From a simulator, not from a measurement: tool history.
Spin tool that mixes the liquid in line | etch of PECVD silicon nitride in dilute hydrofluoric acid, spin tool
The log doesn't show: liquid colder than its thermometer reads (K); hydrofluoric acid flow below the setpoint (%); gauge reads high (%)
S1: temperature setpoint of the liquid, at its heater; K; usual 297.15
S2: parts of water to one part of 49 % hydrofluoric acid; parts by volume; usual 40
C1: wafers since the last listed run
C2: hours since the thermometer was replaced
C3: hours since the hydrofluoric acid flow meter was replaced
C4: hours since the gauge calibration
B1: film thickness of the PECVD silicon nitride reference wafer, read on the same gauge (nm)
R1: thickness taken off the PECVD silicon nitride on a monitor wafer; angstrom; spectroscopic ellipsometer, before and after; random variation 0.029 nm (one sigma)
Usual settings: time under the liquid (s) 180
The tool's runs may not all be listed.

run 1 day=0 | S1=297.15 S2=40 time_under_the_liquid_(s)=260 | C1=0 C2=796.5 C3=139.2 C4=825.7 | B1=39.98 | R1=134.9
run 2 day=2.792 | S1=297.15 S2=40 time_under_the_liquid_(s)=260 | C1=419 C2=863.5 C3=206.2 C4=892.7 | B1=40.02 | R1=134.8
run 3 day=4.138 | S1=297.15 S2=40 time_under_the_liquid_(s)=180 | C1=202 C2=895.8 C3=238.5 C4=925 | B1=39.99 | R1=93.3
run 4 day=9.404 | S1=297.15 S2=40 time_under_the_liquid_(s)=180 | C1=790 C2=1022.2 C3=364.9 C4=1051.4 | B1=40 | R1=92.8
run 5 day=11.554 | S1=297.15 S2=35 time_under_the_liquid_(s)=255 | C1=322 C2=1073.8 C3=416.5 C4=1103 | B1=40.01 | R1=148.7
run 6 day=13.925 | S1=297.15 S2=35 time_under_the_liquid_(s)=255 | C1=355 C2=1130.7 C3=473.4 C4=1159.9 | B1=40.01 | R1=148.8
run 7 day=16.146 | S1=297.15 S2=40 time_under_the_liquid_(s)=100 | C1=333 C2=1184 C3=526.7 C4=1213.2 | B1=40.02 | R1=51
-- day=16.433 gauge calibrated
run 8 day=17.758 | S1=297.15 S2=40 time_under_the_liquid_(s)=100 | C1=242 C2=1222.7 C3=565.4 C4=31.8 | B1=39.99 | R1=51
run 9 day=20.512 | S1=297.15 S2=45 time_under_the_liquid_(s)=105 | C1=413 C2=1288.8 C3=631.5 C4=97.9 | B1=40.02 | R1=47.7
-- day=20.692 thermometer replaced
-- day=22.454 hydrofluoric acid flow meter replaced
run 10 day=22.921 | S1=297.15 S2=45 time_under_the_liquid_(s)=105 | C1=349 C2=53.5 C3=11.2 C4=155.7 | B1=40.01 | R1=48.5
run 11 day=24.962 | S1=297.15 S2=40 time_under_the_liquid_(s)=205 | C1=306 C2=102.5 C3=60.2 C4=204.7 | B1=40.01 | R1=105.8
run 12 day=27.717 | S1=297.15 S2=40 time_under_the_liquid_(s)=230 | C1=413 C2=168.6 C3=126.3 C4=270.8 | B1=39.98 | R1=118.6
run 13 day=29.038 | S1=297.15 S2=25 time_under_the_liquid_(s)=260 | C1=198 C2=200.3 C3=158 C4=302.5 | B1=40 | R1=211.5
run 14 day=30.204 | S1=297.15 S2=50 time_under_the_liquid_(s)=275 | C1=175 C2=228.3 C3=186 C4=330.5 | B1=40 | R1=113.5
run 15 day=32.367 | S1=292.15 S2=50 time_under_the_liquid_(s)=215 | C1=324 C2=280.2 C3=237.9 C4=382.4 | B1=40.01 | R1=63
run 16 day=34.275 | S1=295.15 S2=50 time_under_the_liquid_(s)=90 | C1=286 C2=326 C3=283.7 C4=428.2 | B1=39.98 | R1=32.4
run 17 day=36.604 | S1=297.15 S2=40 time_under_the_liquid_(s)=180 | C1=349 C2=381.9 C3=339.6 C4=484.1 | B1=40 | R1=91.6
run 18 day=37.95 | S1=299.65 S2=45 time_under_the_liquid_(s)=275 | C1=202 C2=414.2 C3=371.9 C4=516.4 | B1=40.02 | R1=148.3
run 19 day=40.833 | S1=297.15 S2=40 time_under_the_liquid_(s)=255 | C1=432 C2=483.4 C3=441.1 C4=585.6 | B1=40.03 | R1=129.9
run 20 day=41.975 | S1=297.15 S2=40 time_under_the_liquid_(s)=100 | C1=171 C2=510.8 C3=468.5 C4=613 | B1=39.99 | R1=51.2
run 21 day=43.975 | S1=297.15 S2=40 time_under_the_liquid_(s)=180 | C1=300 C2=558.8 C3=516.5 C4=661 | B1=40.01 | R1=91.4
run 22 day=45.692 | S1=297.15 S2=40 time_under_the_liquid_(s)=180 | C1=257 C2=600 C3=557.7 C4=702.2 | B1=39.99 | R1=91.5
run 23 day=47.338 | S1=300.65 S2=50 time_under_the_liquid_(s)=90 | C1=247 C2=639.5 C3=597.2 C4=741.7 | B1=40.02 | R1=46.5
run 24 day=50.083 | S1=293.65 S2=30 time_under_the_liquid_(s)=135 | C1=412 C2=705.4 C3=663.1 C4=807.6 | B1=40 | R1=71.2

Forecast each of these 3 alternatives for the next run:
run A day=50.104 | S1=297.15 S2=55 time_under_the_liquid_(s)=180 | C1=3 C2=705.9 C3=663.6 C4=808.1 | B1=? | R1=?
run B day=50.104 | S1=299.15 S2=35 time_under_the_liquid_(s)=85 | C1=3 C2=705.9 C3=663.6 C4=808.1 | B1=? | R1=?
run C day=50.104 | S1=295.15 S2=40 time_under_the_liquid_(s)=180 | C1=3 C2=705.9 C3=663.6 C4=808.1 | B1=? | R1=?

run=A B1=39.99 R1=66.4
run=B B1=39.99 R1=55.8
run=C B1=39.99 R1=79.1
Without the tool's hidden state the same runs would have given:
run=A R1=68.3
run=B R1=57.4
run=C R1=81.4
